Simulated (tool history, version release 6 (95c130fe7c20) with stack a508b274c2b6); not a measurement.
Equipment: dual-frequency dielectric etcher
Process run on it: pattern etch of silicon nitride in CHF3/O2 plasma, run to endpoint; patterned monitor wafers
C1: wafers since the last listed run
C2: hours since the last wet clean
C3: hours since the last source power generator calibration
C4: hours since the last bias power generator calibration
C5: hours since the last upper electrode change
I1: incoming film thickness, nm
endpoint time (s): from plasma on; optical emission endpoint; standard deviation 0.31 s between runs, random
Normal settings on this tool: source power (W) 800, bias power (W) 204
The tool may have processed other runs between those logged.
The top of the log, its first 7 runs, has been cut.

run 8 day=8.117 | source_power_(W)=800 bias_power_(W)=204 | C1=396 C2=131.4 C3=2584.2 C4=4183.7 C5=4762.8 | I1=69.4 | endpoint_time_(s)=40.3
run 9 day=9.467 | source_power_(W)=800 bias_power_(W)=204 | C1=544 C2=163.8 C3=2616.6 C4=4216.1 C5=4795.2 | I1=70.3 | endpoint_time_(s)=40.6
run 10 day=10.846 | source_power_(W)=800 bias_power_(W)=204 | C1=556 C2=196.9 C3=2649.7 C4=4249.2 C5=4828.3 | I1=69.7 | endpoint_time_(s)=39.9
run 11 day=12.317 | source_power_(W)=940 bias_power_(W)=204 | C1=593 C2=232.2 C3=2685.0 C4=4284.5 C5=4863.6 | I1=69.8 | endpoint_time_(s)=37.3
run 12 day=12.896 | source_power_(W)=940 bias_power_(W)=204 | C1=233 C2=246.1 C3=2698.9 C4=4298.4 C5=4877.5 | I1=69.9 | endpoint_time_(s)=37.4
-- day=13.842 source power generator calibrated
run 13 day=14.275 | source_power_(W)=800 bias_power_(W)=204 | C1=489 C2=279.2 C3=10.4 C4=4331.5 C5=4910.6 | I1=70.6 | endpoint_time_(s)=40.7
run 14 day=15.367 | source_power_(W)=800 bias_power_(W)=204 | C1=440 C2=305.4 C3=36.6 C4=4357.7 C5=4936.8 | I1=70.3 | endpoint_time_(s)=41.2
-- day=16.658 upper electrode replaced
run 15 day=16.679 | source_power_(W)=800 bias_power_(W)=204 | C1=126 C2=336.9 C3=68.1 C4=4389.2 C5=0.5 | I1=69.9 | endpoint_time_(s)=41.5
run 16 day=17.717 | source_power_(W)=990 bias_power_(W)=160 | C1=418 C2=361.8 C3=93.0 C4=4414.1 C5=25.4 | I1=70.6 | endpoint_time_(s)=40.8
run 17 day=18.579 | source_power_(W)=910 bias_power_(W)=220 | C1=347 C2=382.5 C3=113.7 C4=4434.8 C5=46.1 | I1=69.9 | endpoint_time_(s)=37.0
-- day=19.875 wet clean of the chamber
run 18 day=19.896 | source_power_(W)=720 bias_power_(W)=218 | C1=127 C2=0.5 C3=145.3 C4=4466.4 C5=77.7 | I1=70.3 | endpoint_time_(s)=44.0
run 19 day=19.908 | source_power_(W)=720 bias_power_(W)=237 | C1=5 C2=0.8 C3=145.6 C4=4466.7 C5=78.0 | I1=69.8 | endpoint_time_(s)=42.0
run 20 day=20.829 | source_power_(W)=890 bias_power_(W)=191 | C1=371 C2=22.9 C3=167.7 C4=4488.8 C5=100.1 | I1=69.9 | endpoint_time_(s)=41.6
run 21 day=22.238 | source_power_(W)=600 bias_power_(W)=169 | C1=568 C2=56.7 C3=201.5 C4=4522.6 C5=133.9 | I1=70.1 | endpoint_time_(s)=54.9
run 22 day=22.988 | source_power_(W)=870 bias_power_(W)=204 | C1=302 C2=74.7 C3=219.5 C4=4540.6 C5=151.9 | I1=69.8 | endpoint_time_(s)=40.3
-- day=23.246 bias power generator calibrated
run 23 day=23.658 | source_power_(W)=910 bias_power_(W)=220 | C1=203 C2=90.8 C3=235.6 C4=9.9 C5=168.0 | I1=69.8 | endpoint_time_(s)=38.6
run 24 day=24.196 | source_power_(W)=750 bias_power_(W)=241 | C1=216 C2=103.7 C3=248.5 C4=22.8 C5=180.9 | I1=69.8 | endpoint_time_(s)=40.2
run 25 day=25.125 | source_power_(W)=800 bias_power_(W)=204 | C1=374 C2=126.0 C3=270.8 C4=45.1 C5=203.2 | I1=69.3 | endpoint_time_(s)=42.6
-- day=27.396 wet clean of the chamber, repeated, since the last time left the tool worse
run 26 day=27.417 | source_power_(W)=800 bias_power_(W)=204 | C1=520 C2=0.5 C3=325.8 C4=100.1 C5=258.2 | I1=69.7 | endpoint_time_(s)=40.0
run 27 day=28.079 | source_power_(W)=800 bias_power_(W)=204 | C1=267 C2=16.4 C3=341.7 C4=116.0 C5=274.1 | I1=69.7 | endpoint_time_(s)=39.7
run 28 day=28.883 | source_power_(W)=900 bias_power_(W)=172 | C1=324 C2=35.7 C3=361.0 C4=135.3 C5=293.4 | I1=69.8 | endpoint_time_(s)=40.0
run 29 day=29.717 | source_power_(W)=690 bias_power_(W)=161 | C1=336 C2=55.7 C3=381.0 C4=155.3 C5=313.4 | I1=69.8 | endpoint_time_(s)=48.8
run 30 day=30.808 | source_power_(W)=740 bias_power_(W)=187 | C1=440 C2=81.9 C3=407.2 C4=181.5 C5=339.6 | I1=69.6 | endpoint_time_(s)=44.1
run 31 day=32.233 | source_power_(W)=920 bias_power_(W)=204 | C1=574 C2=116.1 C3=441.4 C4=215.7 C5=373.8 | I1=70.1 | endpoint_time_(s)=37.5

Predict each of these 5 candidate next runs independently; none follows another, all start after run 31:
run A day=32.250 | source_power_(W)=800 bias_power_(W)=204 | C1=6 C2=116.5 C3=441.8 C4=216.1 C5=374.2 | I1=70.0 | endpoint_time_(s)=?
run B day=32.250 | source_power_(W)=650 bias_power_(W)=204 | C1=6 C2=116.5 C3=441.8 C4=216.1 C5=374.2 | I1=70.0 | endpoint_time_(s)=?
run C day=32.250 | source_power_(W)=650 bias_power_(W)=163 | C1=6 C2=116.5 C3=441.8 C4=216.1 C5=374.2 | I1=70.0 | endpoint_time_(s)=?
run D day=32.250 | source_power_(W)=980 bias_power_(W)=245 | C1=6 C2=116.5 C3=441.8 C4=216.1 C5=374.2 | I1=70.0 | endpoint_time_(s)=?
run E day=32.250 | source_power_(W)=890 bias_power_(W)=154 | C1=6 C2=116.5 C3=441.8 C4=216.1 C5=374.2 | I1=70.0 | endpoint_time_(s)=?

run=A endpoint_time_(s)=40.3
run=B endpoint_time_(s)=45.5
run=C endpoint_time_(s)=50.5
run=D endpoint_time_(s)=33.4
run=E endpoint_time_(s)=43.2
Had the tool no hidden state, the same runs would have come out as:
run=A endpoint_time_(s)=39.7
run=B endpoint_time_(s)=44.8
run=C endpoint_time_(s)=49.8
run=D endpoint_time_(s)=32.9
run=E endpoint_time_(s)=42.5
